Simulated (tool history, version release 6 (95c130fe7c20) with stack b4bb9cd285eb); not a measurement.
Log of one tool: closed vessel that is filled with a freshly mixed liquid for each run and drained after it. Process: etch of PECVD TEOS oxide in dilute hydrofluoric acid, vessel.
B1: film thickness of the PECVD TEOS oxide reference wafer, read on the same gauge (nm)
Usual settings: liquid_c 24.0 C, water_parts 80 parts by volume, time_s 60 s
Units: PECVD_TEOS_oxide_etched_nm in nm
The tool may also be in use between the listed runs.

{"run": 1, "hour": 0.0, "liquid_c": 24.0, "water_parts": 50, "time_s": 60, "B1": 69.98, "PECVD_TEOS_oxide_etched_nm": 22.94}
{"run": 2, "hour": 47.2, "liquid_c": 24.0, "water_parts": 50, "time_s": 60, "B1": 70.06, "PECVD_TEOS_oxide_etched_nm": 23.08}
{"run": 3, "hour": 75.4, "liquid_c": 24.0, "water_parts": 80, "time_s": 60, "B1": 70.04, "PECVD_TEOS_oxide_etched_nm": 13.91}
{"run": 4, "hour": 143.9, "liquid_c": 24.0, "water_parts": 80, "time_s": 80, "B1": 70.0, "PECVD_TEOS_oxide_etched_nm": 18.36}
{"run": 5, "hour": 169.8, "liquid_c": 24.0, "water_parts": 80, "time_s": 60, "B1": 70.03, "PECVD_TEOS_oxide_etched_nm": 13.88}
{"run": 6, "hour": 212.0, "liquid_c": 24.0, "water_parts": 80, "time_s": 60, "B1": 70.03, "PECVD_TEOS_oxide_etched_nm": 14.2}
{"run": 7, "hour": 252.0, "liquid_c": 24.0, "water_parts": 80, "time_s": 60, "B1": 70.01, "PECVD_TEOS_oxide_etched_nm": 14.09}
{"run": 8, "hour": 302.5, "liquid_c": 24.0, "water_parts": 80, "time_s": 60, "B1": 69.98, "PECVD_TEOS_oxide_etched_nm": 14.0}
{"run": 9, "hour": 353.2, "liquid_c": 24.0, "water_parts": 80, "time_s": 60, "B1": 69.97, "PECVD_TEOS_oxide_etched_nm": 13.89}
{"run": 10, "hour": 381.9, "liquid_c": 21.0, "water_parts": 110, "time_s": 60, "B1": 69.98, "PECVD_TEOS_oxide_etched_nm": 8.9}
{"run": 11, "hour": 429.1, "liquid_c": 21.0, "water_parts": 110, "time_s": 60, "B1": 70.0, "PECVD_TEOS_oxide_etched_nm": 8.9}
{"run": 12, "hour": 462.4, "liquid_c": 24.0, "water_parts": 80, "time_s": 60, "B1": 69.98, "PECVD_TEOS_oxide_etched_nm": 14.18}
{"run": 13, "hour": 524.7, "liquid_c": 19.5, "water_parts": 55, "time_s": 45, "B1": 70.0, "PECVD_TEOS_oxide_etched_nm": 13.37}
{"run": 14, "hour": 563.3, "liquid_c": 24.0, "water_parts": 80, "time_s": 60, "B1": 70.01, "PECVD_TEOS_oxide_etched_nm": 14.43}
{"run": 15, "hour": 625.5, "liquid_c": 27.0, "water_parts": 55, "time_s": 60, "B1": 69.97, "PECVD_TEOS_oxide_etched_nm": 24.25}
{"run": 16, "hour": 651.8, "liquid_c": 27.5, "water_parts": 80, "time_s": 35, "B1": 70.01, "PECVD_TEOS_oxide_etched_nm": 9.57}
{"run": 17, "hour": 685.1, "liquid_c": 20.0, "water_parts": 45, "time_s": 45, "B1": 70.0, "PECVD_TEOS_oxide_etched_nm": 17.26}
{"run": 18, "hour": 754.5, "liquid_c": 21.0, "water_parts": 80, "time_s": 50, "B1": 69.99, "PECVD_TEOS_oxide_etched_nm": 10.69}
{"run": 19, "hour": 888.7, "liquid_c": 22.5, "water_parts": 115, "time_s": 45, "B1": 70.06, "PECVD_TEOS_oxide_etched_nm": 6.83}
{"run": 20, "hour": 951.3, "liquid_c": 22.0, "water_parts": 45, "time_s": 75, "B1": 70.0, "PECVD_TEOS_oxide_etched_nm": 31.28}
{"run": 21, "hour": 989.9, "liquid_c": 24.0, "water_parts": 55, "time_s": 35, "B1": 70.03, "PECVD_TEOS_oxide_etched_nm": 13.02}
{"run": 22, "hour": 1041.3, "liquid_c": 24.0, "water_parts": 80, "time_s": 80, "B1": 69.98, "PECVD_TEOS_oxide_etched_nm": 19.71}
{"run": 23, "hour": 1090.6, "liquid_c": 27.5, "water_parts": 105, "time_s": 70, "B1": 69.98, "PECVD_TEOS_oxide_etched_nm": 14.66}
{"run": 24, "hour": 1154.1, "liquid_c": 24.0, "water_parts": 80, "time_s": 85, "B1": 69.97, "PECVD_TEOS_oxide_etched_nm": 19.42}
{"run": 25, "hour": 1212.8, "liquid_c": 27.0, "water_parts": 55, "time_s": 60, "B1": 70.0, "PECVD_TEOS_oxide_etched_nm": 23.38}
{"run": 26, "hour": 1280.3, "liquid_c": 28.0, "water_parts": 55, "time_s": 70, "B1": 69.94, "PECVD_TEOS_oxide_etched_nm": 28.56}
{"run": 27, "hour": 1316.2, "liquid_c": 24.0, "water_parts": 80, "time_s": 60, "B1": 69.94, "PECVD_TEOS_oxide_etched_nm": 13.8}
{"run": 28, "hour": 1352.0, "liquid_c": 19.0, "water_parts": 55, "time_s": 50, "B1": 69.99, "PECVD_TEOS_oxide_etched_nm": 14.25}
{"run": 29, "hour": 1420.3, "liquid_c": 25.5, "water_parts": 100, "time_s": 35, "B1": 70.03, "PECVD_TEOS_oxide_etched_nm": 6.78}
{"run": 30, "hour": 1463.9, "liquid_c": 19.5, "water_parts": 50, "time_s": 80, "B1": 69.95, "PECVD_TEOS_oxide_etched_nm": 25.39}
{"run": 31, "hour": 1522.1, "liquid_c": 24.0, "water_parts": 45, "time_s": 85, "B1": 70.01, "PECVD_TEOS_oxide_etched_nm": 37.12}
{"run": 32, "hour": 1710.1, "liquid_c": 24.0, "water_parts": 80, "time_s": 60, "B1": 69.97, "PECVD_TEOS_oxide_etched_nm": 14.45}
{"run": 33, "hour": 1749.4, "liquid_c": 24.0, "water_parts": 80, "time_s": 60, "B1": 69.98, "PECVD_TEOS_oxide_etched_nm": 14.41}

Taken out of this log: 3 entries between the listed runs. Where each belongs, and how the hidden state differs across it:
Between runs 18 and 19: gauge calibrated (hour 772.0)
  liquid hotter than its thermometer reads (K): 1.45 -> 1.68
  measured less the result without the state, PECVD_TEOS_oxide_etched_nm: +0.62 -> +0.44 nm
Between runs 23 and 24: thermometer replaced (hour 1092.6)
  liquid hotter than its thermometer reads (K): 2.02 -> 0.136
  measured less the result without the state, PECVD_TEOS_oxide_etched_nm: +1.08 -> +0.11 nm
Between runs 24 and 25: hydrofluoric acid flow meter replaced (hour 1180.3)
  liquid hotter than its thermometer reads (K): 0.136 -> 0.235
  measured less the result without the state, PECVD_TEOS_oxide_etched_nm: +0.11 -> +0.23 nm
